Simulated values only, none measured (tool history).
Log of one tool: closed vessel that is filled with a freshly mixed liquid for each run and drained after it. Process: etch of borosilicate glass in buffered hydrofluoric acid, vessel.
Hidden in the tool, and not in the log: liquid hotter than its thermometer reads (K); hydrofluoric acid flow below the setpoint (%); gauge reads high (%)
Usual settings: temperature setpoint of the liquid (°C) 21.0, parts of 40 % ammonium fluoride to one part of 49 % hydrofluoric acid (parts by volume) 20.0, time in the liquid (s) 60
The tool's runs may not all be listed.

run,hour,temperature setpoint of the liquid (°C),parts of 40 % ammonium fluoride to one part of 49 % hydrofluoric acid (parts by volume),time in the liquid (s),wafers since the last listed run,hours since the thermometer was replaced,hours since the hydrofluoric acid flow meter was replaced,hours since the gauge calibration,"read-back film thickness of the borosilicate glass reference wafer, read on the same gauge (nm)",thickness taken off the borosilicate glass on a monitor wafer (angstrom)
1,0.0,21.0,20.0,75,0,920.9,501.9,106.2,140.04,403.5
2,88.8,21.0,20.0,75,9141,1009.7,590.7,195.0,140.00,405.1
3,140.6,21.0,20.0,75,5332,1061.5,642.5,246.8,140.02,406.6
4,213.0,21.0,25.5,60,7453,1133.9,714.9,319.2,139.95,274.1
5,307.5,21.0,25.5,60,9728,1228.4,809.4,413.7,139.98,276.4
6,401.5,21.0,25.5,60,9676,1322.4,903.4,507.7,140.01,274.1
7,453.9,21.0,20.0,60,5394,1374.8,955.8,560.1,140.01,325.7
8,532.0,21.0,20.0,60,8039,1452.9,1033.9,638.2,139.99,324.1
9,589.8,21.0,20.0,60,5950,1510.7,1091.7,696.0,140.02,323.2
10,662.7,21.0,20.0,60,7504,1583.6,1164.6,768.9,140.02,327.6
11,699.6,21.0,20.0,60,3798,1620.5,1201.5,805.8,140.03,328.1
12,801.0,21.0,20.0,60,10438,1721.9,1302.9,907.2,139.99,324.1
# hour 962.0: hydrofluoric acid flow meter replaced
13,1056.5,21.0,20.0,60,26198,1977.4,94.5,1162.7,139.98,324.2
14,1121.2,19.0,17.0,90,6660,2042.1,159.2,1227.4,139.96,512.9
15,1175.9,21.0,14.5,60,5630,2096.8,213.9,1282.1,140.00,447.0
16,1244.4,19.5,20.0,30,7051,2165.3,282.4,1350.6,139.97,148.1
# hour 1259.0: thermometer replaced
17,1298.8,21.0,15.5,90,5497,39.8,336.8,1405.0,140.02,629.3
18,1396.1,22.5,17.0,30,10016,137.1,434.1,1502.3,140.00,207.9
19,1452.7,21.0,20.0,75,5826,193.7,490.7,1558.9,140.00,405.3
20,1504.6,21.0,24.5,80,5342,245.6,542.6,1610.8,140.02,377.6
# hour 1514.6: gauge calibrated
21,1585.7,21.0,17.0,60,8348,326.7,623.7,71.1,139.99,384.0
22,1689.9,21.0,20.0,50,10726,430.9,727.9,175.3,140.04,273.7
23,1749.1,21.0,22.5,60,6094,490.1,787.1,234.5,140.00,300.1
24,1844.7,17.0,20.0,50,9841,585.7,882.7,330.1,139.97,217.2
25,1924.7,21.0,20.0,60,8235,665.7,962.7,410.1,139.99,326.1
26,2025.3,24.0,20.0,90,10356,766.3,1063.3,510.7,139.98,569.3

5 ways to go on from here, each from the tool as it stands after run 26. What would each give?
A,2026.0,21.0,20.0,60,72,767.0,1064.0,511.4,?,?
B,2026.0,17.0,15.5,45,72,767.0,1064.0,511.4,?,?
C,2026.0,24.5,24.5,35,72,767.0,1064.0,511.4,?,?
D,2026.0,17.0,16.5,85,72,767.0,1064.0,511.4,?,?
E,2026.0,19.0,20.0,45,72,767.0,1064.0,511.4,?,?

run,"read-back film thickness of the borosilicate glass reference wafer, read on the same gauge (nm)",thickness taken off the borosilicate glass on a monitor wafer (angstrom)
A,139.98,323.9
B,139.98,250.8
C,139.98,198.5
D,139.98,445.2
E,139.98,217.6
Without the tool's hidden state the same runs would have given:
run,thickness taken off the borosilicate glass on a monitor wafer (angstrom)
A,323.9
B,250.8
C,198.5
D,445.2
E,217.6
